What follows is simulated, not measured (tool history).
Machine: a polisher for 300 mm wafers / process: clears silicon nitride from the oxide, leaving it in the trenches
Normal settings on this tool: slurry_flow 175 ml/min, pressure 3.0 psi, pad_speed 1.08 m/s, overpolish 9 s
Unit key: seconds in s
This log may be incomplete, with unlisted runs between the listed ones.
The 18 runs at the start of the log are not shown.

run    hour  slurry_flow  pressure  pad_speed  overpolish  incoming thickness of the incoming film, nm  seconds
 19  1009.9          190       3.0       0.74           5                                        158.9    248.9
 20  1056.7          220       3.5       0.90          12                                        160.8    171.6
 21  1091.5          160       3.0       1.08           4                                        157.0    163.6
     1173.5  -- worn pad replaced by a new one
 22  1208.3          220       3.0       1.08           9                                        157.1    145.1
 23  1270.5          225       3.0       0.82           9                                        158.3    191.4
     1272.6  -- head pressure recalibrated
 24  1337.3          175       2.1       1.08           9                                        158.4    240.9
 25  1373.8          175       2.5       1.42           6                                        159.3    150.1
 26  1425.1          175       3.0       1.08           9                                        160.9    171.5
 27  1492.6          145       2.3       0.90          12                                        159.6    274.2
 28  1518.1          160       3.0       1.40          13                                        158.0    128.6
 29  1545.5          175       3.0       1.08           9                                        161.9    171.7
     1599.1  -- worn pad replaced by a new one
 30  1611.9          175       3.0       1.08           9                                        161.0    145.1
 31  1638.1          175       3.8       0.82           9                                        161.9    160.2
 32  1696.4          175       3.0       1.08           9                                        159.1    151.6
     1740.5  -- slurry nozzle cleaned
 33  1743.8          175       3.0       1.08           9                                        162.7    156.3
     1758.5  -- head pressure recalibrated
 34  1799.5          220       3.0       1.34           9                                        160.7    138.3
 35  1869.6          175       3.0       1.08           9                                        160.6    173.7
 36  1905.6          190       2.4       1.08           9                                        158.2    207.9

Below are 4 alternative next runs, each starting from the tool's condition after run 36. Predict each:
  A  1906.1          175       3.4       1.08           9                                        162.1        ?
  B  1906.1          155       2.6       1.08           7                                        162.1        ?
  C  1906.1          190       3.0       0.90          13                                        162.1        ?
  D  1906.1          175       3.5       1.08           9                                        162.1        ?

run  seconds
  A    154.1
  B    203.8
  C    208.1
  D    149.7
Take away the tool's hidden state, keep each run's random variation, and the runs would have read:
run  seconds
  A    138.3
  B    182.9
  C    186.8
  D    134.4

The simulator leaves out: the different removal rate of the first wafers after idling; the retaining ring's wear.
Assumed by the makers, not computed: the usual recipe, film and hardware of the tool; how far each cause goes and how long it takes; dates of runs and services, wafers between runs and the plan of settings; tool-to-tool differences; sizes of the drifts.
